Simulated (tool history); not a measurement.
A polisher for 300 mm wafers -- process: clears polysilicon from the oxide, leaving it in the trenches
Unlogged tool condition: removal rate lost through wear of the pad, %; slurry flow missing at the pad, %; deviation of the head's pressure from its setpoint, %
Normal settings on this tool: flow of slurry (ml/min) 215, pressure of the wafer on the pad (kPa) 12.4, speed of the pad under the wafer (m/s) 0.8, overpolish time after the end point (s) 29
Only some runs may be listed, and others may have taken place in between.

run	hour	flow of slurry (ml/min)	pressure of the wafer on the pad (kPa)	speed of the pad under the wafer (m/s)	overpolish time after the end point (s)	wafers since the last listed run	wafers polished on this pad	hours since the slurry nozzle was cleaned	hours since the head pressure was calibrated	incoming thickness of the incoming film, nm	time until the end point was called (s)	dishing of a wide line in a test structure (nm)
1	0	200	12.4	0.8	29	0	581	640.4	442.2	617	93.5	44.9
2	16.6	200	12.4	0.8	29	185	767	657	458.8	612.7	93	45.4
# hour 41.7: worn pad replaced by a new one
3	49.9	200	12.4	0.8	29	327	91	690.3	492.1	614.5	93.9	45.9
4	78	215	12.4	0.8	40	313	405	718.4	520.2	627.7	93.9	46.1
5	95.1	215	12.4	0.8	40	190	596	735.5	537.3	609.5	92.3	44.7
6	116.1	215	12.4	0.8	40	234	830	756.5	558.3	622.4	95.8	46.1
# hour 123.1: worn pad replaced by a new one
7	139.4	215	12.4	0.8	29	215	182	779.8	581.6	618.7	93.8	45.3
# hour 147.4: slurry nozzle cleaned
8	152.2	215	11	0.8	35	131	313	4.8	594.4	626.1	105.5	45.3
9	171.3	215	12.4	0.8	29	213	527	23.9	613.5	613.9	93.8	44.8
10	184	190	10.3	0.8	29	141	668	36.6	626.2	625.6	112.8	44.8
# hour 198.7: worn pad replaced by a new one
11	208.3	255	11	0.6	17	226	107	60.9	650.5	618	127.5	39.5
12	220.7	215	12.4	0.8	43	138	246	73.3	662.9	626.6	93.8	45.8
13	238.3	215	12.4	0.8	29	196	442	90.9	680.5	617.9	93.4	44.8
# hour 260.4: head pressure recalibrated
14	261.1	270	15.9	1.04	29	232	674	113.7	0.7	622.5	55.8	46.4
15	274.2	280	12.4	0.68	29	146	821	126.8	13.8	617.6	97.4	45.4
# hour 294.8: worn pad replaced by a new one
16	295.3	270	15.9	1.04	29	190	5	147.9	34.9	623.6	56.8	45.5
17	319.6	215	9	1.08	44	271	276	172.2	59.2	618.2	87.6	44.5
18	337.4	185	11	0.8	29	198	475	190	77	618.2	100.8	45.5

4 options for the next run, each taken on its own from the tool as it stands now. Forecast them:
A	337.9	240	12.4	0.8	29	5	481	190.5	77.5	619.6	?	?
B	337.9	170	15.9	0.68	16	5	481	190.5	77.5	619.6	?	?
C	337.9	165	16.5	0.72	35	5	481	190.5	77.5	619.6	?	?
D	337.9	145	12.4	0.8	36	5	481	190.5	77.5	619.6	?	?

run	time until the end point was called (s)	dishing of a wide line in a test structure (nm)
A	89.5	45.2
B	89.5	42.3
C	82.9	45.5
D	97.1	45.4
What these runs would have given with no unlogged condition in the tool:
run	time until the end point was called (s)	dishing of a wide line in a test structure (nm)
A	87.8	45.2
B	87.9	42.5
C	81.4	45.5
D	95.3	45.4
